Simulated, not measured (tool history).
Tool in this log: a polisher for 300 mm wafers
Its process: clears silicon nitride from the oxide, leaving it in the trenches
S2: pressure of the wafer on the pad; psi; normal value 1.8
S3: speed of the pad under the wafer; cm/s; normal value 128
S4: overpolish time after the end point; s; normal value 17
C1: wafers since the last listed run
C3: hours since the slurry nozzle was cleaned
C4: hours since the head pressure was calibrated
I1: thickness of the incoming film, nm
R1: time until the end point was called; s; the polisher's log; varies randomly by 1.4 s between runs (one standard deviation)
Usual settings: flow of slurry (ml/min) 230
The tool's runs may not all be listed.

{"run": 1, "day": 0.0, "flow of slurry (ml/min)": 270, "S2": 1.8, "S3": 128, "S4": 17, "C1": 0, "wafers polished on this pad": 248, "C3": 53.7, "C4": 999.3, "I1": 60.9, "R1": 71.9}
{"run": 2, "day": 2.788, "flow of slurry (ml/min)": 270, "S2": 1.8, "S3": 128, "S4": 17, "C1": 717, "wafers polished on this pad": 965, "C3": 120.6, "C4": 1066.2, "I1": 59.5, "R1": 66.9}
{"run": 3, "day": 4.246, "flow of slurry (ml/min)": 270, "S2": 1.8, "S3": 128, "S4": 17, "C1": 375, "wafers polished on this pad": 1341, "C3": 155.6, "C4": 1101.2, "I1": 59.6, "R1": 71.0}
{"run": 4, "day": 6.708, "flow of slurry (ml/min)": 200, "S2": 1.8, "S3": 128, "S4": 17, "C1": 633, "wafers polished on this pad": 1975, "C3": 214.7, "C4": 1160.3, "I1": 59.8, "R1": 76.4}
{"day": 6.979, "done": "worn pad replaced by a new one"}
{"day": 7.262, "done": "slurry nozzle cleaned"}
{"run": 5, "day": 9.442, "flow of slurry (ml/min)": 200, "S2": 1.8, "S3": 128, "S4": 17, "C1": 649, "wafers polished on this pad": 623, "C3": 52.3, "C4": 1225.9, "I1": 60.7, "R1": 79.0}
{"run": 6, "day": 12.246, "flow of slurry (ml/min)": 230, "S2": 1.8, "S3": 146, "S4": 17, "C1": 721, "wafers polished on this pad": 1344, "C3": 119.6, "C4": 1293.2, "I1": 60.3, "R1": 71.6}
{"run": 7, "day": 13.325, "flow of slurry (ml/min)": 230, "S2": 1.8, "S3": 146, "S4": 17, "C1": 277, "wafers polished on this pad": 1622, "C3": 145.5, "C4": 1319.1, "I1": 59.0, "R1": 71.2}
{"day": 14.296, "done": "head pressure recalibrated"}
{"run": 8, "day": 15.133, "flow of slurry (ml/min)": 230, "S2": 1.8, "S3": 146, "S4": 17, "C1": 444, "wafers polished on this pad": 2066, "C3": 188.9, "C4": 20.1, "I1": 60.7, "R1": 76.1}
{"day": 15.325, "done": "worn pad replaced by a new one, repeated, since the last time left the tool worse"}
{"day": 16.142, "done": "slurry nozzle cleaned"}
{"run": 9, "day": 19.025, "flow of slurry (ml/min)": 230, "S2": 1.8, "S3": 128, "S4": 17, "C1": 948, "wafers polished on this pad": 941, "C3": 69.2, "C4": 113.5, "I1": 60.9, "R1": 71.7}
{"run": 10, "day": 21.358, "flow of slurry (ml/min)": 230, "S2": 1.8, "S3": 128, "S4": 17, "C1": 600, "wafers polished on this pad": 1542, "C3": 125.2, "C4": 169.5, "I1": 60.4, "R1": 73.4}
{"run": 11, "day": 22.883, "flow of slurry (ml/min)": 230, "S2": 1.6, "S3": 128, "S4": 17, "C1": 392, "wafers polished on this pad": 1934, "C3": 161.8, "C4": 206.1, "I1": 60.6, "R1": 86.3}
{"day": 23.746, "done": "worn pad replaced by a new one"}
{"run": 12, "day": 24.712, "flow of slurry (ml/min)": 230, "S2": 1.8, "S3": 128, "S4": 13, "C1": 427, "wafers polished on this pad": 248, "C3": 205.7, "C4": 250.0, "I1": 59.9, "R1": 69.8}
{"day": 26.012, "done": "slurry nozzle cleaned"}
{"run": 13, "day": 26.371, "flow of slurry (ml/min)": 230, "S2": 1.8, "S3": 96, "S4": 17, "C1": 416, "wafers polished on this pad": 664, "C3": 8.6, "C4": 289.8, "I1": 59.7, "R1": 94.3}
{"run": 14, "day": 28.112, "flow of slurry (ml/min)": 295, "S2": 1.8, "S3": 128, "S4": 17, "C1": 448, "wafers polished on this pad": 1113, "C3": 50.4, "C4": 331.6, "I1": 59.4, "R1": 70.4}
{"run": 15, "day": 29.417, "flow of slurry (ml/min)": 275, "S2": 1.8, "S3": 128, "S4": 17, "C1": 335, "wafers polished on this pad": 1448, "C3": 81.7, "C4": 362.9, "I1": 59.8, "R1": 71.3}
{"run": 16, "day": 30.512, "flow of slurry (ml/min)": 230, "S2": 1.8, "S3": 128, "S4": 17, "C1": 282, "wafers polished on this pad": 1730, "C3": 108.0, "C4": 389.2, "I1": 59.0, "R1": 73.3}
{"run": 17, "day": 32.338, "flow of slurry (ml/min)": 230, "S2": 1.8, "S3": 128, "S4": 26, "C1": 469, "wafers polished on this pad": 2200, "C3": 151.8, "C4": 433.0, "I1": 59.8, "R1": 73.0}
{"day": 32.729, "done": "worn pad replaced by a new one"}
{"day": 35.029, "done": "slurry nozzle cleaned"}
{"run": 18, "day": 35.171, "flow of slurry (ml/min)": 190, "S2": 1.8, "S3": 128, "S4": 11, "C1": 675, "wafers polished on this pad": 617, "C3": 3.4, "C4": 501.0, "I1": 61.0, "R1": 74.3}
{"run": 19, "day": 36.296, "flow of slurry (ml/min)": 230, "S2": 1.8, "S3": 128, "S4": 17, "C1": 289, "wafers polished on this pad": 907, "C3": 30.4, "C4": 528.0, "I1": 59.7, "R1": 70.7}
{"run": 20, "day": 38.954, "flow of slurry (ml/min)": 255, "S2": 1.8, "S3": 128, "S4": 26, "C1": 684, "wafers polished on this pad": 1591, "C3": 94.2, "C4": 591.8, "I1": 60.5, "R1": 74.0}
{"day": 40.046, "done": "worn pad replaced by a new one"}
{"run": 21, "day": 40.921, "flow of slurry (ml/min)": 230, "S2": 1.8, "S3": 128, "S4": 17, "C1": 463, "wafers polished on this pad": 224, "C3": 141.4, "C4": 639.0, "I1": 59.8, "R1": 72.0}
{"run": 22, "day": 42.075, "flow of slurry (ml/min)": 160, "S2": 2.3, "S3": 128, "S4": 17, "C1": 297, "wafers polished on this pad": 522, "C3": 169.1, "C4": 666.7, "I1": 59.6, "R1": 57.7}

Alternative continuations, all from the tool just after run 22; predict every row:
{"run": "A", "day": 42.092, "flow of slurry (ml/min)": 230, "S2": 1.8, "S3": 128, "S4": 17, "C1": 4, "wafers polished on this pad": 526, "C3": 169.5, "C4": 667.1, "I1": 59.5, "R1": "?"}
{"run": "B", "day": 42.092, "flow of slurry (ml/min)": 230, "S2": 1.8, "S3": 108, "S4": 23, "C1": 4, "wafers polished on this pad": 526, "C3": 169.5, "C4": 667.1, "I1": 59.5, "R1": "?"}
{"run": "C", "day": 42.092, "flow of slurry (ml/min)": 265, "S2": 1.8, "S3": 128, "S4": 23, "C1": 4, "wafers polished on this pad": 526, "C3": 169.5, "C4": 667.1, "I1": 59.5, "R1": "?"}

run=A R1=69.8
run=B R1=82.7
run=C R1=68.9
Take away the tool's hidden state, keep each run's random variation, and the runs would have read:
run=A R1=69.2
run=B R1=82.0
run=C R1=68.3
